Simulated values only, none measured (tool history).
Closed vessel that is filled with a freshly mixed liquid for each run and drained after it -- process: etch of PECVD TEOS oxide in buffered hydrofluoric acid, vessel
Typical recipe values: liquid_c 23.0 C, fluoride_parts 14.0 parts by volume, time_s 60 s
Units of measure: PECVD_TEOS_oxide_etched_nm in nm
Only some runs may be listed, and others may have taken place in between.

run,hour,liquid_c,fluoride_parts,time_s,wafers since the last listed run,hours since the thermometer was replaced,hours since the hydrofluoric acid flow meter was replaced,hours since the gauge calibration,"read-back film thickness of the PECVD TEOS oxide reference wafer, read on the same gauge (nm)",PECVD_TEOS_oxide_etched_nm
1,0.0,23.0,14.0,60,0,502.4,116.3,200.0,110.02,74.88
2,56.2,23.0,14.0,60,7107,558.6,172.5,256.2,109.99,74.79
3,113.6,23.0,14.0,60,7259,616.0,229.9,313.6,110.00,75.31
4,160.7,23.0,14.0,70,5956,663.1,277.0,360.7,110.01,88.93
5,222.8,20.0,14.0,60,7853,725.2,339.1,422.8,110.03,64.68
6,275.7,20.0,14.0,60,6690,778.1,392.0,475.7,110.00,64.38
7,308.0,20.0,14.0,60,4084,810.4,424.3,508.0,109.98,65.08
8,337.5,23.0,14.0,60,3730,839.9,453.8,537.5,109.97,75.85
9,376.4,23.0,14.0,60,4919,878.8,492.7,576.4,110.04,76.56
10,407.9,23.0,14.0,60,3983,910.3,524.2,607.9,110.02,75.30
11,465.0,27.5,18.0,60,7221,967.4,581.3,665.0,110.00,76.24
# hour 500.6: thermometer replaced
12,516.6,23.0,17.0,60,6399,16.0,632.9,716.6,109.99,67.12
13,579.2,23.0,14.0,60,7916,78.6,695.5,779.2,110.02,80.29
14,609.5,28.0,17.0,30,3831,108.9,725.8,809.5,109.99,43.62
# hour 644.5: gauge calibrated
15,680.5,18.5,14.0,80,8979,179.9,796.8,36.0,109.98,84.49
# hour 690.5: thermometer replaced, repeated, since the last time left the tool worse
16,748.8,28.0,18.0,40,8511,58.3,865.1,104.3,109.98,50.00
17,774.2,26.0,17.5,70,3212,83.7,890.5,129.7,110.02,81.23
# hour 798.9: hydrofluoric acid flow meter replaced
18,898.7,23.0,14.0,60,15618,208.2,99.8,254.2,109.98,74.81
19,959.1,26.0,11.5,40,7638,268.6,160.2,314.6,110.01,70.59
20,1000.9,23.0,16.5,60,5286,310.4,202.0,356.4,110.00,63.70
21,1035.9,26.0,17.0,60,4426,345.4,237.0,391.4,110.02,73.07

Consider 3 possible next runs. They are alternatives, not a sequence: every one starts from the tool as it was left by run 21. What does each give?
A,1036.6,23.0,14.0,60,88,346.1,237.7,392.1,?,?
B,1036.6,23.0,14.0,50,88,346.1,237.7,392.1,?,?
C,1036.6,18.5,8.5,35,88,346.1,237.7,392.1,?,?

run,"read-back film thickness of the PECVD TEOS oxide reference wafer, read on the same gauge (nm)",PECVD_TEOS_oxide_etched_nm
A,110.01,74.12
B,110.01,61.77
C,110.01,53.19
With the hidden condition removed and each run's random variation left untouched, the same runs would have given:
run,PECVD_TEOS_oxide_etched_nm
A,72.35
B,60.29
C,51.89
